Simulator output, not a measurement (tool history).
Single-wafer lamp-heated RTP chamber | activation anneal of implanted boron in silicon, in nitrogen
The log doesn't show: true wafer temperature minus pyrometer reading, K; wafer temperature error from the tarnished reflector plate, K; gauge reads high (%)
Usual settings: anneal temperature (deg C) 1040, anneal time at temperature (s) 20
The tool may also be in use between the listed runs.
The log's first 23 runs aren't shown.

run,hour,anneal temperature (deg C),anneal time at temperature (s),wafers since the last listed run,wafers since the last pyrometer calibration,wafers since the reflector plate was cleaned,hours since the gauge calibration,"read-back reference wafer on the same gauge, sheet resistance",sheet resistance of the implanted and annealed layer (ohm/square)
# hour 1235.5: reflector plate cleaned
24,1245.1,1064,28,749,5343,169,1204.5,202.04,175.23
25,1317,1011,32,1267,6611,1437,1276.4,201.87,180.04
26,1362.9,1028,17,809,7420,2246,1322.3,201.95,178.77
# hour 1411.4: pyrometer window cleaned and pyrometer calibrated
27,1411.9,1040,16,722,8,2969,1371.3,202.06,177.58
28,1444.8,1058,16,580,588,3549,1404.2,201.99,176.59
29,1515.7,1040,24,1250,1838,4799,1475.1,201.96,177.15
30,1569.8,1040,20,953,2792,5753,1529.2,202.02,177.05
31,1628.5,1040,20,1035,3827,6788,1587.9,202.1,177.88
32,1685.1,1054,29,997,4825,7786,1644.5,202.01,176.39
33,1720,1040,20,615,5441,8402,1679.4,202.05,177.46
34,1781.4,1029,10,1082,6523,9484,1740.8,202.03,179.55
35,1829.1,1058,9,841,7364,10325,1788.5,202.04,177.68
# hour 1847.4: reflector plate cleaned
36,1886.3,1040,20,867,8232,685,1845.7,202.04,177.49

Forecast each of these 4 alternatives for the next run:
A,1886.7,1063,20,7,8239,692,1846.1,?,?
B,1886.7,1019,16,7,8239,692,1846.1,?,?
C,1886.7,1023,31,7,8239,692,1846.1,?,?
D,1886.7,1029,15,7,8239,692,1846.1,?,?

run,"read-back reference wafer on the same gauge, sheet resistance",sheet resistance of the implanted and annealed layer (ohm/square)
A,202.07,176.41
B,202.07,180.35
C,202.07,178.46
D,202.07,179.2
Without the tool's hidden state the same runs would have given:
run,sheet resistance of the implanted and annealed layer (ohm/square)
A,176.41
B,180.35
C,178.46
D,179.2
